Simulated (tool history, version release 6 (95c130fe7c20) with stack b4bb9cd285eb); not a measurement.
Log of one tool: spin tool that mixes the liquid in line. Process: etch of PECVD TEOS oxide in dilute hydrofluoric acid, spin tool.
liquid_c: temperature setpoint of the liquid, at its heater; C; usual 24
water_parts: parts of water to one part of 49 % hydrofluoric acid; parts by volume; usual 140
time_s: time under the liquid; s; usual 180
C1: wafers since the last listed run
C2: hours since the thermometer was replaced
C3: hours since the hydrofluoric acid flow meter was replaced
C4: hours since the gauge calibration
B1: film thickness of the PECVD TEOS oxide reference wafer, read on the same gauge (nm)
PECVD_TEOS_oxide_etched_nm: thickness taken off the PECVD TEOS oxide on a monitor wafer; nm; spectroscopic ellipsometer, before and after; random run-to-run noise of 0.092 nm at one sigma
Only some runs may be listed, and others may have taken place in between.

Run 1, day 0: usual settings but time_s 115 s; C1 0; C2 462.4; C3 1622.7; C4 492.3; B1 40.01. Result: PECVD_TEOS_oxide_etched_nm 8.63 nm.
Run 2, day 0.379: usual settings but liquid_c 27.5 C; C1 82; C2 471.5; C3 1631.8; C4 501.4; B1 40.01. Result: PECVD_TEOS_oxide_etched_nm 15.46 nm.
Run 3, day 1.05: usual settings but liquid_c 27.5 C; C1 146; C2 487.6; C3 1647.9; C4 517.5; B1 40. Result: PECVD_TEOS_oxide_etched_nm 15.58 nm.
Run 4, day 1.662: usual settings; C1 133; C2 502.3; C3 1662.6; C4 532.2; B1 40. Result: PECVD_TEOS_oxide_etched_nm 13.68 nm.
Run 5, day 2.321: usual settings; C1 143; C2 518.1; C3 1678.4; C4 548; B1 40. Result: PECVD_TEOS_oxide_etched_nm 13.55 nm.
Run 6, day 2.946: usual settings; C1 136; C2 533.1; C3 1693.4; C4 563; B1 39.99. Result: PECVD_TEOS_oxide_etched_nm 13.42 nm.
Run 7, day 3.475: usual settings but time_s 255 s; C1 115; C2 545.8; C3 1706.1; C4 575.7; B1 40. Result: PECVD_TEOS_oxide_etched_nm 19.41 nm.
Run 8, day 4.175: usual settings but time_s 255 s; C1 152; C2 562.6; C3 1722.9; C4 592.5; B1 39.99. Result: PECVD_TEOS_oxide_etched_nm 19.43 nm.
Run 9, day 4.592: usual settings but time_s 255 s; C1 90; C2 572.6; C3 1732.9; C4 602.5; B1 40.02. Result: PECVD_TEOS_oxide_etched_nm 19.22 nm.
Run 10, day 4.871: usual settings but time_s 250 s; C1 60; C2 579.3; C3 1739.6; C4 609.2; B1 39.99. Result: PECVD_TEOS_oxide_etched_nm 18.91 nm.
Run 11, day 5.246: usual settings; C1 81; C2 588.3; C3 1748.6; C4 618.2; B1 39.99. Result: PECVD_TEOS_oxide_etched_nm 13.58 nm.
At day 5.533: gauge calibrated.
Run 12, day 5.575: usual settings; C1 71; C2 596.2; C3 1756.5; C4 1; B1 40. Result: PECVD_TEOS_oxide_etched_nm 13.75 nm.
Run 13, day 6.058: usual settings; C1 105; C2 607.8; C3 1768.1; C4 12.6; B1 40. Result: PECVD_TEOS_oxide_etched_nm 13.65 nm.
Run 14, day 6.654: usual settings but liquid_c 27.5 C, water_parts 110 parts by volume, time_s 215 s; C1 129; C2 622.1; C3 1782.4; C4 26.9; B1 40. Result: PECVD_TEOS_oxide_etched_nm 24.31 nm.
Run 15, day 7.4: usual settings but water_parts 90 parts by volume; C1 162; C2 640; C3 1800.3; C4 44.8; B1 40. Result: PECVD_TEOS_oxide_etched_nm 22.52 nm.
Run 16, day 8.046: usual settings; C1 140; C2 655.5; C3 1815.8; C4 60.3; B1 40. Result: PECVD_TEOS_oxide_etched_nm 13.69 nm.
Run 17, day 10.142: usual settings but liquid_c 21 C; C1 456; C2 705.8; C3 1866.1; C4 110.6; B1 39.99. Result: PECVD_TEOS_oxide_etched_nm 11.95 nm.
Run 18, day 10.65: usual settings; C1 110; C2 718; C3 1878.3; C4 122.8; B1 40.02. Result: PECVD_TEOS_oxide_etched_nm 13.68 nm.
Run 19, day 11.258: usual settings but liquid_c 26.5 C, water_parts 95 parts by volume, time_s 135 s; C1 132; C2 732.6; C3 1892.9; C4 137.4; B1 40.01. Result: PECVD_TEOS_oxide_etched_nm 17.43 nm.
At day 11.775: hydrofluoric acid flow meter replaced.
Run 20, day 12.496: usual settings but liquid_c 26.5 C, water_parts 180 parts by volume, time_s 290 s; C1 260; C2 762.3; C3 17.3; C4 167.1; B1 40.01. Result: PECVD_TEOS_oxide_etched_nm 17.91 nm.
Run 21, day 13.167: usual settings but liquid_c 27.5 C, water_parts 85 parts by volume; C1 146; C2 778.4; C3 33.4; C4 183.2; B1 40.02. Result: PECVD_TEOS_oxide_etched_nm 27.25 nm.
At day 13.588: thermometer replaced.
Run 22, day 13.892: usual settings but liquid_c 22 C; C1 148; C2 7.3; C3 50.8; C4 200.6; B1 40.01. Result: PECVD_TEOS_oxide_etched_nm 12.5 nm.
Run 23, day 14.6: usual settings but liquid_c 26 C, water_parts 95 parts by volume; C1 154; C2 24.3; C3 67.8; C4 217.6; B1 39.99. Result: PECVD_TEOS_oxide_etched_nm 22.8 nm.
Run 24, day 15.242: usual settings but liquid_c 20.5 C; C1 139; C2 39.7; C3 83.2; C4 233; B1 40. Result: PECVD_TEOS_oxide_etched_nm 11.89 nm.
Run 25, day 15.767: usual settings; C1 114; C2 52.3; C3 95.8; C4 245.6; B1 39.97. Result: PECVD_TEOS_oxide_etched_nm 13.48 nm.
Run 26, day 16.088: usual settings; C1 69; C2 60; C3 103.5; C4 253.3; B1 40. Result: PECVD_TEOS_oxide_etched_nm 13.62 nm.
Run 27, day 16.617: usual settings but water_parts 200 parts by volume, time_s 105 s; C1 115; C2 72.7; C3 116.2; C4 266; B1 39.98. Result: PECVD_TEOS_oxide_etched_nm 5.15 nm.
Run 28, day 17.029: usual settings but liquid_c 21 C, water_parts 85 parts by volume, time_s 225 s; C1 89; C2 82.6; C3 126.1; C4 275.9; B1 40. Result: PECVD_TEOS_oxide_etched_nm 26.48 nm.
Run 29, day 17.733: usual settings but time_s 150 s; C1 153; C2 99.5; C3 143; C4 292.8; B1 39.99. Result: PECVD_TEOS_oxide_etched_nm 11.16 nm.
Run 30, day 18.292: usual settings but liquid_c 28 C, water_parts 100 parts by volume; C1 121; C2 112.9; C3 156.4; C4 306.2; B1 40.01. Result: PECVD_TEOS_oxide_etched_nm 23.43 nm.
Run 31, day 18.925: usual settings but liquid_c 26.5 C, water_parts 120 parts by volume, time_s 215 s; C1 137; C2 128.1; C3 171.6; C4 321.4; B1 40. Result: PECVD_TEOS_oxide_etched_nm 21.15 nm.
Run 32, day 19.467: usual settings but liquid_c 22 C, water_parts 205 parts by volume; C1 118; C2 141.1; C3 184.6; C4 334.4; B1 40. Result: PECVD_TEOS_oxide_etched_nm 7.99 nm.
Run 33, day 19.725: usual settings but liquid_c 20.5 C, water_parts 110 parts by volume, time_s 125 s; C1 56; C2 147.3; C3 190.8; C4 340.6; B1 40.01. Result: PECVD_TEOS_oxide_etched_nm 10.82 nm.
Run 34, day 20.142: usual settings but water_parts 70 parts by volume, time_s 115 s; C1 90; C2 157.3; C3 200.8; C4 350.6; B1 40. Result: PECVD_TEOS_oxide_etched_nm 18.74 nm.

For each entry between runs, how does the tool's hidden state at the last listed run before it compare with that at the first listed run after it?
After run 11, before run 12: gauge calibrated (day 5.533)
  both runs share identical hidden conditions
After run 19, before run 20: hydrofluoric acid flow meter replaced (day 11.775)
  both runs share identical hidden conditions
After run 21, before run 22: thermometer replaced (day 13.588)
  both runs share identical hidden conditions

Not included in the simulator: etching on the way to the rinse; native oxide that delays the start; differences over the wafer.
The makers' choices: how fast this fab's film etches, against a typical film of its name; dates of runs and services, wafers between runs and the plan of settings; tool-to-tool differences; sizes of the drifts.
